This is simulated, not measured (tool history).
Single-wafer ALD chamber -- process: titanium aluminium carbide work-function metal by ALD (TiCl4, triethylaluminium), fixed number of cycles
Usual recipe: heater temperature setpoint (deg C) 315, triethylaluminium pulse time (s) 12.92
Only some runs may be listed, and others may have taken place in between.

run     day  heater temperature setpoint (deg C)  triethylaluminium pulse time (s)  read-back reference wafer on the same gauge, thickness_nm  mean film thickness on the monitor wafer (Å)
  1   0.000                                  315                             12.92                                                      2.838                                         25.20
  2   3.242                                  315                             12.92                                                      2.839                                         24.99
      5.621  -- gauge calibrated
  3   6.275                                  315                             12.92                                                      2.840                                         25.01
  4   9.367                                  315                             12.92                                                      2.844                                         24.99
  5  11.496                                  315                             12.92                                                      2.842                                         24.90
  6  14.042                                  315                             12.92                                                      2.843                                         24.95
  7  16.558                                  315                             12.92                                                      2.840                                         24.93
  8  19.233                                  315                             12.92                                                      2.839                                         24.95
  9  23.100                                  315                             12.92                                                      2.842                                         24.78
 10  27.392                                  325                             12.92                                                      2.841                                         26.09
 11  30.379                                  315                             12.92                                                      2.839                                         24.82
 12  34.779                                  315                             12.92                                                      2.841                                         24.69
 13  39.671                                  315                             12.92                                                      2.839                                         24.77
     41.938  -- thermocouple changed; heater temperature recalibrated
 14  43.983                                  315                             14.92                                                      2.840                                         25.23
 15  47.492                                  315                             12.92                                                      2.841                                         24.97
     49.533  -- gauge calibrated
     54.412  -- triethylaluminium bottle replaced
 16  54.550                                  315                             14.51                                                      2.840                                         25.37
 17  57.079                                  315                             16.63                                                      2.842                                         25.46
     59.442  -- showerhead replaced
 18  59.462                                  315                             12.92                                                      2.839                                         25.24
 19  62.083                                  322                             12.92                                                      2.838                                         26.23
 20  64.750                                  319                             15.56                                                      2.843                                         25.90
 21  68.212                                  315                             12.92                                                      2.841                                         25.19
 22  71.433                                  305                             10.70                                                      2.837                                         23.61
 23  74.767                                  309                              9.62                                                      2.836                                         23.64
 24  77.308                                  315                             10.43                                                      2.841                                         24.71

Forecast each of these 5 alternatives for the next run:
  A  77.325                                  315                             12.92                                                          ?                                             ?
  B  77.325                                  315                             15.46                                                          ?                                             ?
  C  77.325                                  323                             10.98                                                          ?                                             ?
  D  77.325                                  305                             12.92                                                          ?                                             ?
  E  77.325                                  302                             11.20                                                          ?                                             ?

run  read-back reference wafer on the same gauge, thickness_nm  mean film thickness on the monitor wafer (Å)
  A                                                      2.839                                         25.17
  B                                                      2.839                                         25.37
  C                                                      2.839                                         25.77
  D                                                      2.839                                         23.98
  E                                                      2.839                                         23.35
With the hidden condition removed and each run's random variation left untouched, the same runs would have given:
run  mean film thickness on the monitor wafer (Å)
  A                                         25.45
  B                                         25.64
  C                                         26.08
  D                                         24.26
  E                                         23.65

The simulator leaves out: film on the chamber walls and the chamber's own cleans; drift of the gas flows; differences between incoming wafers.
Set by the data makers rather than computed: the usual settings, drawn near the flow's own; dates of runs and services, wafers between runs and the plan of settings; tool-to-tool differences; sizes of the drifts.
